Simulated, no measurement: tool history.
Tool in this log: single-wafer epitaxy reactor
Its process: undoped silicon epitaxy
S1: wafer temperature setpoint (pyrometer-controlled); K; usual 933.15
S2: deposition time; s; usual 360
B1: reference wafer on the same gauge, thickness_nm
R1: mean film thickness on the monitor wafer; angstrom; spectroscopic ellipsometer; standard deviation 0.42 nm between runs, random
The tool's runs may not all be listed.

run     day      S1   S2      B1      R1
  1   0.000  933.15  360  80.817  752.63
  2   4.496  933.15  360  80.613  750.69
  3   7.154  933.15  360  80.576  744.02
  4   9.254  926.15  340  80.795  606.12
  5  12.962  926.15  340  80.601  604.60
  6  14.875  926.15  340  80.566  604.93
  7  17.925  933.15  331  80.414  685.58
  8  21.008  933.15  331  80.734  692.24
  9  22.733  933.15  331  80.527  686.11
 10  24.708  933.15  360  80.561  746.35
     27.354  -- gauge calibrated
 11  29.075  927.15  360  80.475  653.62
 12  33.442  927.15  360  80.706  652.72
 13  37.350  927.15  360  80.485  651.05
 14  39.896  940.15  293  80.671  707.42
     40.942  -- pyrometer calibrated
 15  44.200  919.15  338  80.562  609.92
 16  46.233  933.15  331  80.584  806.89
 17  49.812  933.15  360  80.473  867.98
     52.888  -- pyrometer calibrated, repeated, since the last time left the tool worse
 18  62.050  933.15  389  80.656  850.40

The next listed run, before its measurement:
 19  64.675  941.15  360   ?   ?

B1: 80.782
R1: 932.40 angstrom
Minus the tool's unlogged condition, the same run would have read R1 943.36 angstrom.
